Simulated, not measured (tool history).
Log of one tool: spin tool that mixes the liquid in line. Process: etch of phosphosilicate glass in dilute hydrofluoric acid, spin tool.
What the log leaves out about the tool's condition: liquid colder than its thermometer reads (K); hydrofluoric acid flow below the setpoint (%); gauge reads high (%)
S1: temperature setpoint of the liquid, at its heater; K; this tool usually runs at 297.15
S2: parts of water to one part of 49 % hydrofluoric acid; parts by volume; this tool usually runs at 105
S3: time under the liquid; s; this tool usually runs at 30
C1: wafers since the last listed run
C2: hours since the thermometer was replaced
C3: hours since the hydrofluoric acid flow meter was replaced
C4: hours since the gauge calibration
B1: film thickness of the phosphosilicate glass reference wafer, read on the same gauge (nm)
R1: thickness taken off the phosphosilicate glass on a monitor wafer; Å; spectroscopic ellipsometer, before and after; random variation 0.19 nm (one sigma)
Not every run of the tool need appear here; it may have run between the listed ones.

{"run": 1, "hour": 0.0, "S1": 297.15, "S2": 105, "S3": 35, "C1": 0, "C2": 415.6, "C3": 725.3, "C4": 703, "B1": 90, "R1": 211.4}
{"run": 2, "hour": 24.4, "S1": 297.15, "S2": 105, "S3": 35, "C1": 294, "C2": 440, "C3": 749.7, "C4": 727.4, "B1": 90, "R1": 206.1}
{"run": 3, "hour": 51.7, "S1": 294.15, "S2": 145, "S3": 30, "C1": 329, "C2": 467.3, "C3": 777, "C4": 754.7, "B1": 90, "R1": 110}
{"run": 4, "hour": 76.1, "S1": 294.15, "S2": 145, "S3": 30, "C1": 294, "C2": 491.7, "C3": 801.4, "C4": 779.1, "B1": 90.01, "R1": 107}
{"run": 5, "hour": 110.1, "S1": 294.15, "S2": 105, "S3": 30, "C1": 410, "C2": 525.7, "C3": 835.4, "C4": 813.1, "B1": 89.98, "R1": 156.3}
{"run": 6, "hour": 128.6, "S1": 294.15, "S2": 105, "S3": 30, "C1": 223, "C2": 544.2, "C3": 853.9, "C4": 831.6, "B1": 89.99, "R1": 154.9}
{"run": 7, "hour": 164.1, "S1": 297.15, "S2": 105, "S3": 30, "C1": 428, "C2": 579.7, "C3": 889.4, "C4": 867.1, "B1": 89.98, "R1": 175.5}
{"run": 8, "hour": 199.1, "S1": 297.15, "S2": 90, "S3": 30, "C1": 422, "C2": 614.7, "C3": 924.4, "C4": 902.1, "B1": 89.97, "R1": 205.6}
{"run": 9, "hour": 215.7, "S1": 300.65, "S2": 105, "S3": 20, "C1": 200, "C2": 631.3, "C3": 941, "C4": 918.7, "B1": 90.02, "R1": 133.5}
{"run": 10, "hour": 246.7, "S1": 297.15, "S2": 105, "S3": 30, "C1": 374, "C2": 662.3, "C3": 972, "C4": 949.7, "B1": 89.99, "R1": 173.3}
{"run": 11, "hour": 269.7, "S1": 297.15, "S2": 105, "S3": 30, "C1": 277, "C2": 685.3, "C3": 995, "C4": 972.7, "B1": 90, "R1": 170}
{"run": 12, "hour": 290.7, "S1": 297.15, "S2": 105, "S3": 30, "C1": 253, "C2": 706.3, "C3": 1016, "C4": 993.7, "B1": 89.99, "R1": 169.6}
{"hour": 305.6, "done": "gauge calibrated"}
{"run": 13, "hour": 310.5, "S1": 297.15, "S2": 105, "S3": 30, "C1": 239, "C2": 726.1, "C3": 1035.8, "C4": 4.9, "B1": 89.98, "R1": 169.4}
{"hour": 314.3, "done": "hydrofluoric acid flow meter replaced"}
{"run": 14, "hour": 331.9, "S1": 297.15, "S2": 105, "S3": 40, "C1": 246, "C2": 747.5, "C3": 17.6, "C4": 26.3, "B1": 90, "R1": 263.6}
{"run": 15, "hour": 348.3, "S1": 297.15, "S2": 105, "S3": 35, "C1": 198, "C2": 763.9, "C3": 34, "C4": 42.7, "B1": 89.97, "R1": 226.5}
{"hour": 365.5, "done": "thermometer replaced"}
{"run": 16, "hour": 380.4, "S1": 295.65, "S2": 105, "S3": 25, "C1": 375, "C2": 14.9, "C3": 66.1, "C4": 74.8, "B1": 90, "R1": 160.3}
{"run": 17, "hour": 408.0, "S1": 297.15, "S2": 105, "S3": 30, "C1": 333, "C2": 42.5, "C3": 93.7, "C4": 102.4, "B1": 90.01, "R1": 204.8}
{"run": 18, "hour": 437.4, "S1": 297.15, "S2": 105, "S3": 30, "C1": 355, "C2": 71.9, "C3": 123.1, "C4": 131.8, "B1": 90, "R1": 204.6}
{"run": 19, "hour": 509.5, "S1": 297.15, "S2": 105, "S3": 30, "C1": 871, "C2": 144, "C3": 195.2, "C4": 203.9, "B1": 90, "R1": 201.9}
{"run": 20, "hour": 525.4, "S1": 295.65, "S2": 105, "S3": 30, "C1": 192, "C2": 159.9, "C3": 211.1, "C4": 219.8, "B1": 90.03, "R1": 189.6}
{"run": 21, "hour": 556.2, "S1": 298.65, "S2": 120, "S3": 45, "C1": 372, "C2": 190.7, "C3": 241.9, "C4": 250.6, "B1": 90, "R1": 277.4}
{"run": 22, "hour": 587.3, "S1": 297.15, "S2": 70, "S3": 30, "C1": 375, "C2": 221.8, "C3": 273, "C4": 281.7, "B1": 90.01, "R1": 308.6}
{"run": 23, "hour": 599.3, "S1": 297.15, "S2": 105, "S3": 30, "C1": 144, "C2": 233.8, "C3": 285, "C4": 293.7, "B1": 90, "R1": 198.5}
{"run": 24, "hour": 618.9, "S1": 301.65, "S2": 150, "S3": 15, "C1": 236, "C2": 253.4, "C3": 304.6, "C4": 313.3, "B1": 90.04, "R1": 75.7}
{"run": 25, "hour": 694.1, "S1": 293.15, "S2": 105, "S3": 50, "C1": 908, "C2": 328.6, "C3": 379.8, "C4": 388.5, "B1": 90.01, "R1": 276.1}
{"run": 26, "hour": 725.7, "S1": 293.15, "S2": 130, "S3": 20, "C1": 381, "C2": 360.2, "C3": 411.4, "C4": 420.1, "B1": 90.02, "R1": 86.1}
{"run": 27, "hour": 756.3, "S1": 297.15, "S2": 55, "S3": 30, "C1": 369, "C2": 390.8, "C3": 442, "C4": 450.7, "B1": 89.99, "R1": 390.9}
{"run": 28, "hour": 783.1, "S1": 299.65, "S2": 105, "S3": 20, "C1": 323, "C2": 417.6, "C3": 468.8, "C4": 477.5, "B1": 90.01, "R1": 139.5}
{"run": 29, "hour": 795.2, "S1": 297.15, "S2": 105, "S3": 30, "C1": 146, "C2": 429.7, "C3": 480.9, "C4": 489.6, "B1": 90.03, "R1": 190.6}
{"run": 30, "hour": 821.0, "S1": 299.65, "S2": 135, "S3": 20, "C1": 311, "C2": 455.5, "C3": 506.7, "C4": 515.4, "B1": 89.99, "R1": 103.4}
{"run": 31, "hour": 833.8, "S1": 300.65, "S2": 105, "S3": 15, "C1": 154, "C2": 468.3, "C3": 519.5, "C4": 528.2, "B1": 90, "R1": 110.3}
{"run": 32, "hour": 856.3, "S1": 300.15, "S2": 90, "S3": 25, "C1": 271, "C2": 490.8, "C3": 542, "C4": 550.7, "B1": 90, "R1": 208.5}
{"run": 33, "hour": 873.7, "S1": 300.65, "S2": 135, "S3": 15, "C1": 210, "C2": 508.2, "C3": 559.4, "C4": 568.1, "B1": 89.96, "R1": 80.8}

Hidden state, per run?
gauge reads high (%): 0 across all the runs
H1: liquid colder than its thermometer reads (K)
H2: hydrofluoric acid flow below the setpoint (%)
run=1 H1=0.95 H2=9.01
run=2 H1=0.992 H2=9.25
run=3 H1=1.04 H2=9.52
run=4 H1=1.08 H2=9.76
run=5 H1=1.14 H2=10.1
run=6 H1=1.18 H2=10.3
run=7 H1=1.24 H2=10.6
run=8 H1=1.3 H2=11
run=9 H1=1.33 H2=11.1
run=10 H1=1.38 H2=11.4
run=11 H1=1.42 H2=11.7
run=12 H1=1.46 H2=11.9
run=13 H1=1.49 H2=12.1
run=14 H1=1.53 H2=0.218
run=15 H1=1.56 H2=0.379
run=16 H1=0.149 H2=0.694
run=17 H1=0.198 H2=0.964
run=18 H1=0.249 H2=1.25
run=19 H1=0.376 H2=1.96
run=20 H1=0.404 H2=2.12
run=21 H1=0.458 H2=2.42
run=22 H1=0.512 H2=2.72
run=23 H1=0.534 H2=2.84
run=24 H1=0.568 H2=3.03
run=25 H1=0.7 H2=3.77
run=26 H1=0.756 H2=4.08
run=27 H1=0.809 H2=4.38
run=28 H1=0.856 H2=4.64
run=29 H1=0.878 H2=4.76
run=30 H1=0.923 H2=5.01
run=31 H1=0.945 H2=5.14
run=32 H1=0.985 H2=5.36
run=33 H1=1.02 H2=5.53
